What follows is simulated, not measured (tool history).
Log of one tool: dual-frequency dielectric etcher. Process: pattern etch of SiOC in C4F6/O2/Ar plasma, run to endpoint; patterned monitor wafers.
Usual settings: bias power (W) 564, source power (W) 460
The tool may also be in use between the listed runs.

run,hour,bias power (W),source power (W),wafers since the last listed run,hours since the last wet clean,hours since the last bias power generator calibration,hours since the last source power generator calibration,hours since the last upper electrode change,"incoming incoming film thickness, nm",endpoint time (s)
1,0.0,606,460,0,127.9,3535.7,3999.5,3379.7,52.2,13.6
2,27.3,606,460,296,155.2,3563.0,4026.8,3407.0,52.5,13.7
3,55.7,564,460,308,183.6,3591.4,4055.2,3435.4,52.7,14.0
4,104.5,564,460,529,232.4,3640.2,4104.0,3484.2,52.2,14.1
5,150.4,652,410,498,278.3,3686.1,4149.9,3530.1,52.0,13.4
6,197.3,676,460,509,325.2,3733.0,4196.8,3577.0,52.3,13.0
7,256.7,564,460,645,384.6,3792.4,4256.2,3636.4,52.5,14.2
8,304.1,631,360,514,432.0,3839.8,4303.6,3683.8,53.1,14.3
# hour 323.0: bias power generator calibrated
# hour 360.5: wet clean of the chamber
# hour 375.6: upper electrode replaced
9,376.1,634,580,313,15.6,53.1,4375.6,0.5,52.2,12.9
# hour 398.3: source power generator calibrated
10,434.5,564,460,590,74.0,111.5,36.2,58.9,52.7,14.2
11,495.9,564,460,666,135.4,172.9,97.6,120.3,52.5,14.2
12,539.5,524,460,473,179.0,216.5,141.2,163.9,51.8,14.4
13,589.2,523,460,539,228.7,266.2,190.9,213.6,51.9,14.4
14,615.3,564,510,283,254.8,292.3,217.0,239.7,51.9,13.6

Forecast each of these 4 alternatives for the next run:
A,615.7,564,460,4,255.2,292.7,217.4,240.1,52.1,?
B,615.7,564,380,4,255.2,292.7,217.4,240.1,52.1,?
C,615.7,661,430,4,255.2,292.7,217.4,240.1,52.1,?
D,615.7,602,510,4,255.2,292.7,217.4,240.1,52.1,?

run,endpoint time (s)
A,14.0
B,14.4
C,13.3
D,13.4
Without the tool's hidden state the same runs would have given:
run,endpoint time (s)
A,14.0
B,14.4
C,13.3
D,13.4
